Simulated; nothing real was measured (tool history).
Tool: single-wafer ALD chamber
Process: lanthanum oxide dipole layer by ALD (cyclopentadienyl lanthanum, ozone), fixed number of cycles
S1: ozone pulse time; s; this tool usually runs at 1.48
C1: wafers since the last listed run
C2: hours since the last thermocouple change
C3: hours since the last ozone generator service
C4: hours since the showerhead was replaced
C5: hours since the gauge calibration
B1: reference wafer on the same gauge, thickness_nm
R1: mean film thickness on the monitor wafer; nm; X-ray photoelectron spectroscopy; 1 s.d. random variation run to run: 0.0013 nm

run    hour    S1    C1      C2     C3      C4     C5     B1     R1
  1       0  1.04     0   902.4  385.7    1935  111.9  0.433  0.497
  2    65.1  1.04  1307   967.5  450.8  2000.1    177  0.433  0.495
  3   138.3  1.48  1470  1040.7    524  2073.3  250.2  0.433  0.514
  4   185.3  1.48   944  1087.7    571  2120.3  297.2  0.433  0.512
  5   282.5  1.48  1952  1184.9  668.2  2217.5  394.4  0.433  0.512
  6   324.3  1.48   839  1226.7    710  2259.3  436.2  0.432  0.511
  7   399.2  1.48  1504  1301.6  784.9  2334.2  511.1  0.433   0.51
      410.3  -- thermocouple changed; heater temperature recalibrated
  8   477.2  1.23  1406    66.9  862.9  2412.2  589.1  0.433  0.494
      512.6  -- ozone generator serviced
  9   697.5  1.48  4265   287.2  184.9  2632.5  809.4  0.433  0.518
 10   765.6  1.76  1368   355.3    253  2700.6  877.5  0.433  0.527
      796.8  -- gauge calibrated
      809.8  -- showerhead replaced
 11   830.1  1.03  1135   419.8  317.5    20.3   33.3  0.433  0.495
 12     906  2.01  1524   495.7  393.4    96.2  109.2  0.433  0.534
 13   975.3  1.48  1392     565  462.7   165.5  178.5  0.433  0.517
 14  1063.3  1.64  1767     653  550.7   253.5  266.5  0.433  0.521
 15  1120.8  1.18  1155   710.5  608.2     311    324  0.433    0.5

Branching from run 15: 4 alternative next runs. What would each branch give?
  A  1121.2  1.48   8  710.9  608.6  311.4  324.4   ?   ?
  B  1121.2  1.96   8  710.9  608.6  311.4  324.4   ?   ?
  C  1121.2  0.98   8  710.9  608.6  311.4  324.4   ?   ?
  D  1121.2   1.2   8  710.9  608.6  311.4  324.4   ?   ?

run     B1     R1
  A  0.433  0.516
  B  0.433   0.53
  C  0.433  0.489
  D  0.433  0.503
Take away the tool's hidden state, keep each run's random variation, and the runs would have read:
run     R1
  A  0.522
  B  0.534
  C  0.498
  D   0.51
